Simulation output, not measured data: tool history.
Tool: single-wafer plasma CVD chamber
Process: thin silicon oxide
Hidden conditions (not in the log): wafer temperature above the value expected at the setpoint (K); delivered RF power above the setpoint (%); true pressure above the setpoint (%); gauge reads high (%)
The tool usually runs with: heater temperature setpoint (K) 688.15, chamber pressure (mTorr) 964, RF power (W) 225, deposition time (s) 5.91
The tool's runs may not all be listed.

| run | hour | heater temperature setpoint (K) | chamber pressure (mTorr) | RF power (W) | deposition time (s) | wafers since the last listed run | hours since the last thermocouple change | hours since the last RF generator calibration | hours since the last manometer calibration | hours since the showerhead was replaced | hours since the gauge calibration | read-back reference wafer on the same gauge, thickness_nm | mean film thickness on the monitor wafer (nm) |
|---|---|---|---|---|---|---|---|---|---|---|---|---|---|
| 1 | 0 | 692.15 | 964 | 225 | 5.91 | 0 | 1636.3 | 1033.8 | 1969.6 | 6246.5 | 397.7 | 11.585 | 10.194 |
| 2 | 16.3 | 688.15 | 964 | 225 | 5.91 | 544 | 1652.6 | 1050.1 | 1985.9 | 6262.8 | 414 | 11.6 | 10.251 |
| 3 | 31 | 688.15 | 964 | 225 | 5.91 | 490 | 1667.3 | 1064.8 | 2000.6 | 6277.5 | 428.7 | 11.593 | 10.205 |
| 4 | 37.1 | 688.15 | 964 | 225 | 5.91 | 203 | 1673.4 | 1070.9 | 2006.7 | 6283.6 | 434.8 | 11.591 | 10.256 |
| 5 | 48.4 | 688.15 | 964 | 215 | 5.91 | 377 | 1684.7 | 1082.2 | 2018 | 6294.9 | 446.1 | 11.598 | 10.003 |
| 6 | 63.6 | 678.15 | 964 | 225 | 5.91 | 507 | 1699.9 | 1097.4 | 2033.2 | 6310.1 | 461.3 | 11.587 | 10.29 |
|  | 67.1 | gauge calibrated |
| 7 | 69.9 | 688.15 | 964 | 225 | 5.91 | 210 | 1706.2 | 1103.7 | 2039.5 | 6316.4 | 2.8 | 11.593 | 10.201 |
| 8 | 79.8 | 688.15 | 964 | 225 | 5.91 | 330 | 1716.1 | 1113.6 | 2049.4 | 6326.3 | 12.7 | 11.594 | 10.211 |
| 9 | 86.1 | 688.15 | 855 | 225 | 5.91 | 210 | 1722.4 | 1119.9 | 2055.7 | 6332.6 | 19 | 11.595 | 8.947 |
| 10 | 99.7 | 700.15 | 964 | 225 | 5.91 | 454 | 1736 | 1133.5 | 2069.3 | 6346.2 | 32.6 | 11.595 | 10.119 |
|  | 114.4 | showerhead replaced |
| 11 | 114.9 | 699.15 | 751 | 240 | 5.3 | 240 | 1751.2 | 1148.7 | 2084.5 | 0.5 | 47.8 | 11.594 | 6.934 |
|  | 124.3 | thermocouple changed; heater temperature recalibrated |
| 12 | 124.8 | 688.15 | 1031 | 225 | 5.91 | 63 | 0.5 | 1158.6 | 2094.4 | 10.4 | 57.7 | 11.615 | 10.872 |
|  | 133.5 | RF generator calibrated |
|  | 141.7 | capacitance manometer re-zeroed and calibrated |
| 13 | 168 | 695.15 | 1149 | 225 | 5.91 | 908 | 43.7 | 34.5 | 26.3 | 53.6 | 100.9 | 11.607 | 11.329 |
| 14 | 177.1 | 679.15 | 964 | 200 | 5.91 | 303 | 52.8 | 43.6 | 35.4 | 62.7 | 110 | 11.605 | 9.141 |
| 15 | 191.6 | 695.15 | 777 | 225 | 5.91 | 484 | 67.3 | 58.1 | 49.9 | 77.2 | 124.5 | 11.591 | 7.404 |
| 16 | 206.5 | 677.15 | 775 | 195 | 5.91 | 497 | 82.2 | 73 | 64.8 | 92.1 | 139.4 | 11.608 | 6.851 |
| 17 | 222.6 | 688.15 | 964 | 225 | 5.91 | 537 | 98.3 | 89.1 | 80.9 | 108.2 | 155.5 | 11.594 | 9.696 |
|  | 235.7 | capacitance manometer re-zeroed and calibrated, repeated, since the last time left the tool worse |
| 18 | 236.2 | 688.15 | 964 | 225 | 5.91 | 186 | 111.9 | 102.7 | 0.5 | 121.8 | 169.1 | 11.609 | 10.745 |
| 19 | 242.1 | 688.15 | 964 | 225 | 5.91 | 196 | 117.8 | 108.6 | 6.4 | 127.7 | 175 | 11.609 | 10.695 |
| 20 | 254.9 | 688.15 | 964 | 225 | 5.91 | 427 | 130.6 | 121.4 | 19.2 | 140.5 | 187.8 | 11.594 | 10.717 |
| 21 | 265.3 | 688.15 | 855 | 225 | 5.91 | 347 | 141 | 131.8 | 29.6 | 150.9 | 198.2 | 11.601 | 9.43 |
| 22 | 310 | 682.15 | 964 | 225 | 5.91 | 1492 | 185.7 | 176.5 | 74.3 | 195.6 | 242.9 | 11.589 | 10.713 |
| 23 | 321.6 | 688.15 | 964 | 225 | 5.91 | 387 | 197.3 | 188.1 | 85.9 | 207.2 | 254.5 | 11.61 | 10.647 |
| 24 | 333.4 | 688.15 | 964 | 225 | 5.91 | 393 | 209.1 | 199.9 | 97.7 | 219 | 266.3 | 11.598 | 10.669 |
| 25 | 350.2 | 688.15 | 964 | 225 | 5.13 | 560 | 225.9 | 216.7 | 114.5 | 235.8 | 283.1 | 11.595 | 9.227 |
| 26 | 367.6 | 688.15 | 1160 | 225 | 5.91 | 580 | 243.3 | 234.1 | 131.9 | 253.2 | 300.5 | 11.603 | 12.363 |
| 27 | 374.6 | 688.15 | 964 | 225 | 5.12 | 233 | 250.3 | 241.1 | 138.9 | 260.2 | 307.5 | 11.602 | 9.251 |
| 28 | 389.9 | 700.15 | 964 | 225 | 5.34 | 510 | 265.6 | 256.4 | 154.2 | 275.5 | 322.8 | 11.61 | 9.537 |
| 29 | 407.8 | 702.15 | 964 | 185 | 5.91 | 597 | 283.5 | 274.3 | 172.1 | 293.4 | 340.7 | 11.601 | 9.476 |

Below, some changes in mean film thickness on the monitor wafer (nm) between adjacent runs. For each, the amount present without the hidden state too (settings, incoming material, random variation) and the amount remaining for the hidden state with gauge scatter not shared by both compared results:
Run 10 -> 11: heater temperature setpoint (K) 700.15 -> 699.15, chamber pressure (mTorr) 964 -> 751, RF power (W) 225 -> 240, deposition time (s) 5.91 -> 5.3, showerhead replaced. mean film thickness on the monitor wafer (nm) -3.185: hidden state +0.064, all else -3.249.
Run 11 -> 12: heater temperature setpoint (K) 699.15 -> 688.15, chamber pressure (mTorr) 751 -> 1031, RF power (W) 240 -> 225, deposition time (s) 5.3 -> 5.91, thermocouple changed; heater temperature recalibrated. mean film thickness on the monitor wafer (nm) +3.938: hidden state +0.005, all else +3.933.
Run 12 -> 13: heater temperature setpoint (K) 688.15 -> 695.15, chamber pressure (mTorr) 1031 -> 1149, RF generator calibrated, capacitance manometer re-zeroed and calibrated. mean film thickness on the monitor wafer (nm) +0.457: hidden state -0.517, all else +0.974.
Run 17 -> 18: capacitance manometer re-zeroed and calibrated, repeated, since the last time left the tool worse. mean film thickness on the monitor wafer (nm) +1.049: hidden state +1.034, all else +0.015.
